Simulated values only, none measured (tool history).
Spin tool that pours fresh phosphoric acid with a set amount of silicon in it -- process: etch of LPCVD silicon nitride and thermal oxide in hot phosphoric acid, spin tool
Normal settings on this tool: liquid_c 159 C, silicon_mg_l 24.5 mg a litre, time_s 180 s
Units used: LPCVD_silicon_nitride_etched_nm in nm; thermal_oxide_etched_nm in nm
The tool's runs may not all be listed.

run	hour	liquid_c	silicon_mg_l	time_s	wafers since the last listed run	hours since the thermometer was replaced	hours since the dissolved silicon flow meter was replaced	hours since the heated supply line was repaired	hours since the gauge calibration	read-back film thickness of the LPCVD silicon nitride reference wafer, read on the same gauge (nm)	read-back film thickness of the thermal oxide reference wafer, read on the same gauge (nm)	LPCVD_silicon_nitride_etched_nm	thermal_oxide_etched_nm
1	0	159	18.5	180	0	1504.1	199.9	741.7	1317.8	79.97	40.001	14.79	0.235
2	93.3	159	18.5	180	869	1597.4	293.2	835	1411.1	80	40.014	14.61	0.265
3	154.6	159	24.5	180	570	1658.7	354.5	896.3	1472.4	79.99	40.003	14.42	0.182
# hour 230.6: dissolved silicon flow meter replaced
4	245.6	159	24.5	180	838	1749.7	15	987.3	1563.4	80.01	39.995	14.47	0.242
# hour 265.6: gauge calibrated
# hour 329: thermometer replaced
5	340.5	159	24.5	180	874	11.5	109.9	1082.2	74.9	80.01	40.012	14.48	0.187
6	407.6	159	24.5	180	625	78.6	177	1149.3	142	80.02	39.993	14.32	0.185
7	452.7	159	34.5	180	420	123.7	222.1	1194.4	187.1	79.98	39.987	14.17	0.124
8	518.8	159	34.5	180	615	189.8	288.2	1260.5	253.2	79.99	40.018	14	0.139
9	579.5	159	24.5	180	565	250.5	348.9	1321.2	313.9	79.97	40.004	14.22	0.217
# hour 669.7: dissolved silicon flow meter replaced
10	676.4	159	41	260	893	347.4	6.7	1418.1	410.8	80.04	39.975	20.11	0.134
11	719.6	161	24.5	180	402	390.6	49.9	1461.3	454	80	40.015	15.02	0.187
12	826.1	156.5	24.5	240	991	497.1	156.4	1567.8	560.5	80.04	39.97	16.58	0.25
13	907.8	159	35.5	180	760	578.8	238.1	1649.5	642.2	80.01	39.982	13.88	0.141
14	996.5	159	13.5	180	826	667.5	326.8	1738.2	730.9	79.99	39.996	13.61	0.249
# hour 1041.4: dissolved silicon flow meter replaced
15	1079.1	156.5	43	275	760	750.1	37.7	1820.8	813.5	80.04	39.999	18.56	0.101
# hour 1081.3: heated supply line repaired
16	1123.4	159	15	280	403	794.4	82	42.1	857.8	80.03	39.991	23.74	0.477
17	1213.5	159	34.5	180	839	884.5	172.1	132.2	947.9	80.05	40.007	15.11	0.182
18	1285.4	156.5	41.5	280	669	956.4	244	204.1	1019.8	80.01	40.001	21.35	0.143
19	1338.7	159	24.5	180	496	1009.7	297.3	257.4	1073.1	80.03	40.037	15	0.229
20	1428.3	160	24.5	180	834	1099.3	386.9	347	1162.7	80.01	40.004	15.17	0.265
# hour 1462.1: dissolved silicon flow meter replaced
21	1475.7	159	24.5	180	432	1146.7	13.6	394.4	1210.1	80.01	40.003	14.6	0.226

Forecast each of these 5 alternatives for the next run:
A	1476.2	159	24.5	180	4	1147.2	14.1	394.9	1210.6	?	?	?	?
B	1476.2	159	24.5	240	4	1147.2	14.1	394.9	1210.6	?	?	?	?
C	1476.2	157	18	240	4	1147.2	14.1	394.9	1210.6	?	?	?	?
D	1476.2	158	24.5	180	4	1147.2	14.1	394.9	1210.6	?	?	?	?
E	1476.2	161.5	40.5	75	4	1147.2	14.1	394.9	1210.6	?	?	?	?

run	read-back film thickness of the LPCVD silicon nitride reference wafer, read on the same gauge (nm)	read-back film thickness of the thermal oxide reference wafer, read on the same gauge (nm)	LPCVD_silicon_nitride_etched_nm	thermal_oxide_etched_nm
A	79.97	40.019	14.72	0.258
B	79.97	40.019	19.63	0.344
C	79.97	40.019	18.34	0.359
D	79.97	40.019	14.23	0.24
E	79.97	40.019	6.67	0.062
What these runs would have given with no unlogged condition in the tool:
run	LPCVD_silicon_nitride_etched_nm	thermal_oxide_etched_nm
A	15.34	0.283
B	20.46	0.377
C	19.12	0.394
D	14.83	0.262
E	6.95	0.067
